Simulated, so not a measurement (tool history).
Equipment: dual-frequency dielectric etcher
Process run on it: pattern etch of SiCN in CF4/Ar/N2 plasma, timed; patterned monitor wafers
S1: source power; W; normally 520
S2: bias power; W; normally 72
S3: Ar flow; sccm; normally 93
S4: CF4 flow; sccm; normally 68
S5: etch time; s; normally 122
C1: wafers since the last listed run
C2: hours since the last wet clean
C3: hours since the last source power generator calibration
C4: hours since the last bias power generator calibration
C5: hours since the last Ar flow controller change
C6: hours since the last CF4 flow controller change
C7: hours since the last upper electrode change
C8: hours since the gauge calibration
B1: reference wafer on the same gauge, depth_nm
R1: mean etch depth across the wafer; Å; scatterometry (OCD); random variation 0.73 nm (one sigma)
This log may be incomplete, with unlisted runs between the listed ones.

run 1 hour=0 | S1=520 S2=72 S3=93 S4=68 S5=93 | C1=0 C2=6.6 C3=3282.7 C4=1944.6 C5=4121.7 C6=6211.4 C7=3490.5 C8=1733.4 | B1=150 | R1=1020
run 2 hour=101.9 | S1=520 S2=72 S3=93 S4=68 S5=93 | C1=956 C2=108.5 C3=3384.6 C4=2046.5 C5=4223.6 C6=6313.3 C7=3592.4 C8=1835.3 | B1=150.1 | R1=1022
run 3 hour=148.3 | S1=620 S2=72 S3=93 S4=68 S5=122 | C1=435 C2=154.9 C3=3431 C4=2092.9 C5=4270 C6=6359.7 C7=3638.8 C8=1881.7 | B1=150 | R1=1609
run 4 hour=211.9 | S1=620 S2=72 S3=93 S4=68 S5=122 | C1=597 C2=218.5 C3=3494.6 C4=2156.5 C5=4333.6 C6=6423.3 C7=3702.4 C8=1945.3 | B1=150.1 | R1=1615
-- hour=265 CF4 flow controller replaced
run 5 hour=265.5 | S1=520 S2=81 S3=93 S4=68 S5=122 | C1=446 C2=272.1 C3=3548.2 C4=2210.1 C5=4387.2 C6=0.5 C7=3756 C8=1998.9 | B1=150 | R1=1392
-- hour=270 gauge calibrated
run 6 hour=330.5 | S1=520 S2=72 S3=93 S4=68 S5=122 | C1=610 C2=337.1 C3=3613.2 C4=2275.1 C5=4452.2 C6=65.5 C7=3821 C8=60.5 | B1=150 | R1=1340
-- hour=360.1 Ar flow controller replaced
-- hour=439.6 bias power generator calibrated
run 7 hour=440.1 | S1=560 S2=72 S3=93 S4=68 S5=122 | C1=935 C2=446.7 C3=3722.8 C4=0.5 C5=80 C6=175.1 C7=3930.6 C8=170.1 | B1=150.1 | R1=1431
run 8 hour=490.3 | S1=560 S2=72 S3=93 S4=68 S5=122 | C1=471 C2=496.9 C3=3773 C4=50.7 C5=130.2 C6=225.3 C7=3980.8 C8=220.3 | B1=150.1 | R1=1445
-- hour=634.8 wet clean of the chamber
run 9 hour=635.3 | S1=520 S2=63 S3=93 S4=68 S5=122 | C1=1136 C2=0.5 C3=3918 C4=195.7 C5=275.2 C6=370.3 C7=4125.8 C8=365.3 | B1=149.9 | R1=1279
run 10 hour=669.8 | S1=590 S2=72 S3=109 S4=68 S5=122 | C1=323 C2=35 C3=3952.5 C4=230.2 C5=309.7 C6=404.8 C7=4160.3 C8=399.8 | B1=150 | R1=1479
run 11 hour=739.1 | S1=520 S2=72 S3=93 S4=68 S5=111.5 | C1=650 C2=104.3 C3=4021.8 C4=299.5 C5=379 C6=474.1 C7=4229.6 C8=469.1 | B1=149.8 | R1=1221
run 12 hour=832 | S1=470 S2=72 S3=77 S4=80 S5=131.5 | C1=872 C2=197.2 C3=4114.7 C4=392.4 C5=471.9 C6=567 C7=4322.5 C8=562 | B1=150 | R1=1367
run 13 hour=938.8 | S1=520 S2=72 S3=93 S4=68 S5=122 | C1=1002 C2=304 C3=4221.5 C4=499.2 C5=578.7 C6=673.8 C7=4429.3 C8=668.8 | B1=149.8 | R1=1346
run 14 hour=987.9 | S1=520 S2=72 S3=102 S4=68 S5=122 | C1=461 C2=353.1 C3=4270.6 C4=548.3 C5=627.8 C6=722.9 C7=4478.4 C8=717.9 | B1=150.3 | R1=1298
-- hour=1035.8 source power generator calibrated
run 15 hour=1046.8 | S1=520 S2=72 S3=101 S4=68 S5=110.5 | C1=515 C2=412 C3=11 C4=607.2 C5=686.7 C6=781.8 C7=4537.3 C8=776.8 | B1=150 | R1=1184
-- hour=1105 upper electrode replaced
run 16 hour=1140.9 | S1=520 S2=72 S3=93 S4=68 S5=122 | C1=658 C2=506.1 C3=105.1 C4=701.3 C5=780.8 C6=875.9 C7=35.9 C8=870.9 | B1=149.9 | R1=1331
-- hour=1257.5 wet clean of the chamber
run 17 hour=1258 | S1=520 S2=72 S3=93 S4=68 S5=153.5 | C1=874 C2=0.5 C3=222.2 C4=818.4 C5=897.9 C6=993 C7=153 C8=988 | B1=150.1 | R1=1664
run 18 hour=1506.2 | S1=520 S2=72 S3=93 S4=68 S5=122 | C1=2330 C2=248.7 C3=470.4 C4=1066.6 C5=1146.1 C6=1241.2 C7=401.2 C8=1236.2 | B1=150.1 | R1=1341
run 19 hour=1604.4 | S1=520 S2=72 S3=93 S4=68 S5=148 | C1=922 C2=346.9 C3=568.6 C4=1164.8 C5=1244.3 C6=1339.4 C7=499.4 C8=1334.4 | B1=150 | R1=1625
run 20 hour=1701.6 | S1=520 S2=90 S3=115 S4=68 S5=122 | C1=912 C2=444.1 C3=665.8 C4=1262 C5=1341.5 C6=1436.6 C7=596.6 C8=1431.6 | B1=150.1 | R1=1370
run 21 hour=1772.3 | S1=400 S2=81 S3=93 S4=68 S5=122 | C1=663 C2=514.8 C3=736.5 C4=1332.7 C5=1412.2 C6=1507.3 C7=667.3 C8=1502.3 | B1=150.1 | R1=1050

What if the next run were any one of these 4? Each begins from the tool's condition after run 21:
run A hour=1772.8 | S1=520 S2=72 S3=79 S4=68 S5=122 | C1=4 C2=515.3 C3=737 C4=1333.2 C5=1412.7 C6=1507.8 C7=667.8 C8=1502.8 | B1=? | R1=?
run B hour=1772.8 | S1=420 S2=72 S3=93 S4=68 S5=97 | C1=4 C2=515.3 C3=737 C4=1333.2 C5=1412.7 C6=1507.8 C7=667.8 C8=1502.8 | B1=? | R1=?
run C hour=1772.8 | S1=520 S2=72 S3=93 S4=68 S5=141 | C1=4 C2=515.3 C3=737 C4=1333.2 C5=1412.7 C6=1507.8 C7=667.8 C8=1502.8 | B1=? | R1=?
run D hour=1772.8 | S1=440 S2=72 S3=93 S4=53 S5=85.5 | C1=4 C2=515.3 C3=737 C4=1333.2 C5=1412.7 C6=1507.8 C7=667.8 C8=1502.8 | B1=? | R1=?

run=A B1=149.8 R1=1385
run=B B1=149.8 R1=847
run=C B1=149.8 R1=1552
run=D B1=149.8 R1=742
With no hidden state in the tool, these same runs would have given:
run=A R1=1385
run=B R1=847
run=C R1=1552
run=D R1=742
